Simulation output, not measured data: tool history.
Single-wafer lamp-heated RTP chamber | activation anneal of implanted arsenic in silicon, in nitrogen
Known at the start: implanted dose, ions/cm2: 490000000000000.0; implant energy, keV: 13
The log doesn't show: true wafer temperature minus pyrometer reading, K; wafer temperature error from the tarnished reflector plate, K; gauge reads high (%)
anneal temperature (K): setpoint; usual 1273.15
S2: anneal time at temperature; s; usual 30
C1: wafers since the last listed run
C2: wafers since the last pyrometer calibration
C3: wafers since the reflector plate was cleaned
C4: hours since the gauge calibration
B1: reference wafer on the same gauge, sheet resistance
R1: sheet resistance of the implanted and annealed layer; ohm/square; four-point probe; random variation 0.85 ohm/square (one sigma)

Run 1, day 0.000: usual settings; C1 0; C2 3049; C3 2447; C4 127.4; B1 251.00. Result: R1 223.71 ohm/square.
Run 2, day 0.871: usual settings; C1 215; C2 3264; C3 2662; C4 148.3; B1 250.94. Result: R1 223.61 ohm/square.
Run 3, day 1.642: usual settings; C1 190; C2 3454; C3 2852; C4 166.8; B1 251.00. Result: R1 223.96 ohm/square.
At day 3.842: pyrometer window cleaned and pyrometer calibrated.
Run 4, day 4.704: usual settings; C1 673; C2 212; C3 3526; C4 240.3; B1 251.20. Result: R1 223.42 ohm/square.
Run 5, day 6.129: usual settings; C1 351; C2 564; C3 3878; C4 274.5; B1 250.94. Result: R1 225.44 ohm/square.
Run 6, day 6.829: usual settings; C1 172; C2 737; C3 4051; C4 291.3; B1 251.02. Result: R1 223.98 ohm/square.
Run 7, day 7.762: usual settings but anneal temperature (K) 1297.15, S2 18 s; C1 230; C2 967; C3 4281; C4 313.7; B1 250.96. Result: R1 222.81 ohm/square.
Run 8, day 8.562: usual settings but anneal temperature (K) 1296.15; C1 197; C2 1165; C3 4479; C4 332.9; B1 251.06. Result: R1 218.40 ohm/square.
Run 9, day 9.962: usual settings but anneal temperature (K) 1296.15; C1 345; C2 1511; C3 4824; C4 366.5; B1 250.91. Result: R1 220.49 ohm/square.
At day 10.804: reflector plate cleaned.
Run 10, day 10.825: usual settings but anneal temperature (K) 1296.15; C1 130; C2 1641; C3 5; C4 387.2; B1 250.99. Result: R1 218.39 ohm/square.
Run 11, day 11.262: usual settings but anneal temperature (K) 1257.15, S2 21 s; C1 108; C2 1749; C3 113; C4 397.7; B1 251.02. Result: R1 229.21 ohm/square.
Run 12, day 12.412: usual settings but anneal temperature (K) 1256.15, S2 23 s; C1 283; C2 2033; C3 397; C4 425.3; B1 250.91. Result: R1 229.76 ohm/square.
Run 13, day 13.896: usual settings; C1 366; C2 2399; C3 763; C4 460.9; B1 251.07. Result: R1 223.20 ohm/square.
At day 14.050: gauge calibrated.
Run 14, day 15.050: usual settings but anneal temperature (K) 1247.15, S2 36 s; C1 284; C2 2684; C3 1048; C4 24.0; B1 251.03. Result: R1 227.05 ohm/square.
Run 15, day 15.771: usual settings but anneal temperature (K) 1283.15; C1 177; C2 2862; C3 1226; C4 41.3; B1 250.92. Result: R1 221.11 ohm/square.
At day 16.512: pyrometer window cleaned and pyrometer calibrated.
Run 16, day 16.596: usual settings but anneal temperature (K) 1293.15, S2 13 s; C1 121; C2 20; C3 1347; C4 61.1; B1 251.09. Result: R1 227.18 ohm/square.
Run 17, day 17.683: usual settings; C1 268; C2 289; C3 1616; C4 87.2; B1 251.08. Result: R1 225.86 ohm/square.
Run 18, day 18.646: usual settings but anneal temperature (K) 1253.15, S2 15 s; C1 237; C2 526; C3 1854; C4 110.3; B1 251.16. Result: R1 233.67 ohm/square.
Run 19, day 20.108: usual settings; C1 361; C2 887; C3 2215; C4 145.4; B1 251.01. Result: R1 225.30 ohm/square.
Run 20, day 21.246: usual settings but anneal temperature (K) 1252.15, S2 21 s; C1 280; C2 1168; C3 2496; C4 172.7; B1 251.04. Result: R1 231.70 ohm/square.
Run 21, day 21.825: usual settings but anneal temperature (K) 1284.15, S2 18 s; C1 142; C2 1311; C3 2639; C4 186.6; B1 251.03. Result: R1 225.68 ohm/square.

4 ways to go on from here, each from the tool as it stands after run 21. What would each give?
Run A, day 21.842: usual settings; C1 4; C2 1315; C3 2643; C4 187.0; B1 ?. Result: R1 ?.
Run B, day 21.842: usual settings but anneal temperature (K) 1265.15, S2 47 s; C1 4; C2 1315; C3 2643; C4 187.0; B1 ?. Result: R1 ?.
Run C, day 21.842: usual settings but anneal temperature (K) 1289.15, S2 13 s; C1 4; C2 1315; C3 2643; C4 187.0; B1 ?. Result: R1 ?.
Run D, day 21.842: usual settings but anneal temperature (K) 1248.15, S2 21 s; C1 4; C2 1315; C3 2643; C4 187.0; B1 ?. Result: R1 ?.

run      B1      R1
  A  250.92  224.75
  B  250.92  222.15
  C  250.92  229.10
  D  250.92  231.47
Without the tool's hidden state the same runs would have given:
run      R1
  A  224.75
  B  222.15
  C  229.10
  D  231.47

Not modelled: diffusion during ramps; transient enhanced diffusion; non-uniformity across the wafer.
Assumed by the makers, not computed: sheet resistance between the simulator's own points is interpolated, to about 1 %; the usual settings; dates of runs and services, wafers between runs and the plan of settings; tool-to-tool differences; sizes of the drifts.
